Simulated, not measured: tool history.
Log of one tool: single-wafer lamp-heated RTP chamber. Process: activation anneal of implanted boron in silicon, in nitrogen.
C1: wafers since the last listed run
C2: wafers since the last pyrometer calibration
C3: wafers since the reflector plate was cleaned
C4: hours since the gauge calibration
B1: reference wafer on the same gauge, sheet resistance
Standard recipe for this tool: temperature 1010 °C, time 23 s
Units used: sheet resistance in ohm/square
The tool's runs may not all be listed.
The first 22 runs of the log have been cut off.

{"day": 66.912, "done": "pyrometer window cleaned and pyrometer calibrated"}
{"run": 23, "day": 67.542, "temperature": 1010, "time": 23, "C1": 1190, "C2": 255, "C3": 4477, "C4": 268.7, "B1": 76.16, "sheet resistance": 82.42}
{"run": 24, "day": 69.279, "temperature": 1010, "time": 23, "C1": 702, "C2": 957, "C3": 5179, "C4": 310.4, "B1": 76.15, "sheet resistance": 81.73}
{"run": 25, "day": 72.208, "temperature": 1021, "time": 28, "C1": 1183, "C2": 2140, "C3": 6363, "C4": 380.7, "B1": 76.12, "sheet resistance": 80.26}
{"run": 26, "day": 74.383, "temperature": 990, "time": 18, "C1": 878, "C2": 3019, "C3": 7242, "C4": 432.9, "B1": 76.08, "sheet resistance": 84.36}
{"run": 27, "day": 78.471, "temperature": 995, "time": 23, "C1": 1651, "C2": 4671, "C3": 8894, "C4": 531.0, "B1": 76.12, "sheet resistance": 82.72}
{"day": 80.362, "done": "reflector plate cleaned"}
{"run": 28, "day": 80.679, "temperature": 985, "time": 27, "C1": 757, "C2": 5429, "C3": 128, "C4": 584.0, "B1": 76.14, "sheet resistance": 85.29}
{"run": 29, "day": 83.35, "temperature": 1020, "time": 35, "C1": 1079, "C2": 6508, "C3": 1208, "C4": 648.1, "B1": 76.13, "sheet resistance": 79.96}
{"run": 30, "day": 86.067, "temperature": 1010, "time": 23, "C1": 1097, "C2": 7606, "C3": 2305, "C4": 713.3, "B1": 76.03, "sheet resistance": 81.28}
{"run": 31, "day": 88.121, "temperature": 1026, "time": 33, "C1": 830, "C2": 8436, "C3": 3136, "C4": 762.6, "B1": 76.09, "sheet resistance": 78.92}
{"run": 32, "day": 90.879, "temperature": 981, "time": 34, "C1": 1114, "C2": 9551, "C3": 4250, "C4": 828.8, "B1": 76.06, "sheet resistance": 84.03}
{"day": 93.292, "done": "pyrometer window cleaned and pyrometer calibrated"}
{"run": 33, "day": 93.738, "temperature": 991, "time": 31, "C1": 1020, "C2": 180, "C3": 5271, "C4": 897.4, "B1": 76.05, "sheet resistance": 84.23}
{"run": 34, "day": 96.317, "temperature": 1010, "time": 23, "C1": 1042, "C2": 1223, "C3": 6313, "C4": 959.3, "B1": 76.05, "sheet resistance": 81.62}
{"run": 35, "day": 100.292, "temperature": 1010, "time": 23, "C1": 1606, "C2": 2829, "C3": 7919, "C4": 1054.7, "B1": 76.1, "sheet resistance": 80.88}
{"run": 36, "day": 102.729, "temperature": 1018, "time": 23, "C1": 985, "C2": 3814, "C3": 8904, "C4": 1113.2, "B1": 76.04, "sheet resistance": 80.01}

Each row is a separate what-if for the run after 36, all from the same tool condition, not one after another. Results?
{"run": "A", "day": 102.746, "temperature": 1010, "time": 30, "C1": 6, "C2": 3821, "C3": 8911, "C4": 1113.6, "B1": "?", "sheet resistance": "?"}
{"run": "B", "day": 102.746, "temperature": 980, "time": 12, "C1": 6, "C2": 3821, "C3": 8911, "C4": 1113.6, "B1": "?", "sheet resistance": "?"}
{"run": "C", "day": 102.746, "temperature": 994, "time": 23, "C1": 6, "C2": 3821, "C3": 8911, "C4": 1113.6, "B1": "?", "sheet resistance": "?"}
{"run": "D", "day": 102.746, "temperature": 1020, "time": 29, "C1": 6, "C2": 3821, "C3": 8911, "C4": 1113.6, "B1": "?", "sheet resistance": "?"}

run=A B1=76.14 sheet_resistance=80.58
run=B B1=76.14 sheet_resistance=87.54
run=C B1=76.14 sheet_resistance=82.78
run=D B1=76.14 sheet_resistance=79.80
Without the tool's unlogged condition, the same runs would have read:
run=A sheet_resistance=82.66
run=B sheet_resistance=97.01
run=C sheet_resistance=86.81
run=D sheet_resistance=81.46
